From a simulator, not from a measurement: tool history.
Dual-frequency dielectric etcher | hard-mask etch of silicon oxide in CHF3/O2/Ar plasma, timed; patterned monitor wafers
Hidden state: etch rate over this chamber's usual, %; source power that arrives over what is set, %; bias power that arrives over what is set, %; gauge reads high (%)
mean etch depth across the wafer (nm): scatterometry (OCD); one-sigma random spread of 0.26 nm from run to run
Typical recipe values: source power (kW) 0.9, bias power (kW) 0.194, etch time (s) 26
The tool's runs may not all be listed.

| run | day | source power (kW) | bias power (kW) | etch time (s) | wafers since the last listed run | hours since the last wet clean | hours since the last source power generator calibration | hours since the last bias power generator calibration | hours since the last upper electrode change | hours since the gauge calibration | read-back reference wafer on the same gauge, depth_nm | mean etch depth across the wafer (nm) |
|---|---|---|---|---|---|---|---|---|---|---|---|---|
| 1 | 0 | 0.9 | 0.194 | 26 | 0 | 255.2 | 2003.5 | 3610.3 | 1891.9 | 299.6 | 55.1 | 61.4 |
| 2 | 1.383 | 0.98 | 0.194 | 26 | 491 | 288.4 | 2036.7 | 3643.5 | 1925.1 | 332.8 | 55 | 64.1 |
| 3 | 2.233 | 0.9 | 0.194 | 26 | 302 | 308.8 | 2057.1 | 3663.9 | 1945.5 | 353.2 | 54.9 | 60.9 |
| 4 | 2.838 | 0.9 | 0.194 | 26 | 214 | 323.3 | 2071.6 | 3678.4 | 1960 | 367.7 | 55.1 | 61.4 |
| 5 | 3.9 | 0.9 | 0.194 | 26 | 377 | 348.8 | 2097.1 | 3703.9 | 1985.5 | 393.2 | 55.1 | 61.6 |
| 6 | 5.275 | 0.9 | 0.18 | 26 | 488 | 381.8 | 2130.1 | 3736.9 | 2018.5 | 426.2 | 55.1 | 60.3 |
| 7 | 6.304 | 0.9 | 0.18 | 26 | 365 | 406.5 | 2154.8 | 3761.6 | 2043.2 | 450.9 | 55.2 | 60.4 |
| 8 | 7.121 | 0.9 | 0.194 | 26 | 290 | 426.1 | 2174.4 | 3781.2 | 2062.8 | 470.5 | 55.3 | 61.4 |
| 9 | 8.438 | 0.9 | 0.194 | 26 | 468 | 457.7 | 2206 | 3812.8 | 2094.4 | 502.1 | 55.3 | 61.6 |
|  | 8.8 | source power generator calibrated |
| 10 | 9.883 | 0.9 | 0.194 | 26 | 454 | 492.4 | 26 | 3847.5 | 2129.1 | 536.8 | 55.4 | 61.6 |
| 11 | 11.196 | 0.9 | 0.168 | 26 | 466 | 523.9 | 57.5 | 3879 | 2160.6 | 568.3 | 55.4 | 59.7 |
| 12 | 11.946 | 0.9 | 0.168 | 26 | 266 | 541.9 | 75.5 | 3897 | 2178.6 | 586.3 | 55.6 | 59.6 |
| 13 | 13.012 | 0.9 | 0.194 | 26 | 379 | 567.5 | 101.1 | 3922.6 | 2204.2 | 611.9 | 55.7 | 62.3 |
| 14 | 13.588 | 0.9 | 0.153 | 26 | 204 | 581.3 | 114.9 | 3936.4 | 2218 | 625.7 | 55.6 | 58.5 |
| 15 | 14.208 | 0.9 | 0.194 | 26 | 220 | 596.2 | 129.8 | 3951.3 | 2232.9 | 640.6 | 55.5 | 62 |
|  | 15.629 | upper electrode replaced |
| 16 | 15.65 | 0.9 | 0.194 | 26 | 157 | 630.8 | 164.4 | 3985.9 | 0.5 | 675.2 | 55.7 | 62.1 |
| 17 | 16.838 | 0.9 | 0.153 | 26 | 422 | 659.3 | 192.9 | 4014.4 | 29 | 703.7 | 55.8 | 58.4 |
|  | 17.992 | bias power generator calibrated |
|  | 18.25 | wet clean of the chamber |
| 18 | 18.271 | 0.9 | 0.225 | 26 | 358 | 0.5 | 227.3 | 6.7 | 63.4 | 738.1 | 55.7 | 65.1 |
| 19 | 18.662 | 0.7 | 0.194 | 33 | 139 | 9.9 | 236.7 | 16.1 | 72.8 | 747.5 | 55.9 | 69.7 |
| 20 | 19.438 | 1.09 | 0.156 | 23 | 275 | 28.5 | 255.3 | 34.7 | 91.4 | 766.1 | 56 | 57.1 |
| 21 | 20.175 | 0.9 | 0.194 | 26 | 262 | 46.2 | 273 | 52.4 | 109.1 | 783.8 | 56.1 | 62.4 |
|  | 20.871 | gauge calibrated |
| 22 | 20.892 | 0.68 | 0.207 | 21 | 254 | 63.4 | 290.2 | 69.6 | 126.3 | 0.5 | 55 | 44.2 |
| 23 | 21.833 | 0.9 | 0.194 | 26 | 334 | 86 | 312.8 | 92.2 | 148.9 | 23.1 | 54.9 | 61.7 |
| 24 | 22.617 | 0.9 | 0.194 | 26 | 278 | 104.8 | 331.6 | 111 | 167.7 | 41.9 | 54.9 | 61.5 |
| 25 | 23.329 | 0.9 | 0.172 | 26 | 253 | 121.9 | 348.7 | 128.1 | 184.8 | 59 | 55 | 59.7 |
| 26 | 23.933 | 0.78 | 0.156 | 22.5 | 214 | 136.4 | 363.2 | 142.6 | 199.3 | 73.5 | 55 | 46.9 |
| 27 | 24.617 | 1.1 | 0.239 | 26 | 242 | 152.8 | 379.6 | 159 | 215.7 | 89.9 | 54.9 | 71 |
| 28 | 26.075 | 0.68 | 0.178 | 26 | 518 | 187.8 | 414.6 | 194 | 250.7 | 124.9 | 55 | 52.3 |
| 29 | 27.379 | 1.09 | 0.16 | 28 | 463 | 219.1 | 445.9 | 225.3 | 282 | 156.2 | 54.9 | 68.6 |

Below are 5 alternative next runs, each starting from the tool's condition after run 29. Predict each:
| A | 27.396 | 0.9 | 0.194 | 26 | 5 | 219.5 | 446.3 | 225.7 | 282.4 | 156.6 | ? | ? |
| B | 27.396 | 0.9 | 0.236 | 26 | 5 | 219.5 | 446.3 | 225.7 | 282.4 | 156.6 | ? | ? |
| C | 27.396 | 0.76 | 0.226 | 21 | 5 | 219.5 | 446.3 | 225.7 | 282.4 | 156.6 | ? | ? |
| D | 27.396 | 0.76 | 0.226 | 26 | 5 | 219.5 | 446.3 | 225.7 | 282.4 | 156.6 | ? | ? |
| E | 27.396 | 0.69 | 0.194 | 26 | 5 | 219.5 | 446.3 | 225.7 | 282.4 | 156.6 | ? | ? |

| run | read-back reference wafer on the same gauge, depth_nm | mean etch depth across the wafer (nm) |
|---|---|---|
| A | 55 | 61.3 |
| B | 55 | 64.5 |
| C | 55 | 47.5 |
| D | 55 | 58.8 |
| E | 55 | 53.9 |
What these runs would have given with no unlogged condition in the tool:
| run | mean etch depth across the wafer (nm) |
|---|---|
| A | 61.1 |
| B | 64.3 |
| C | 47.3 |
| D | 58.6 |
| E | 53.7 |
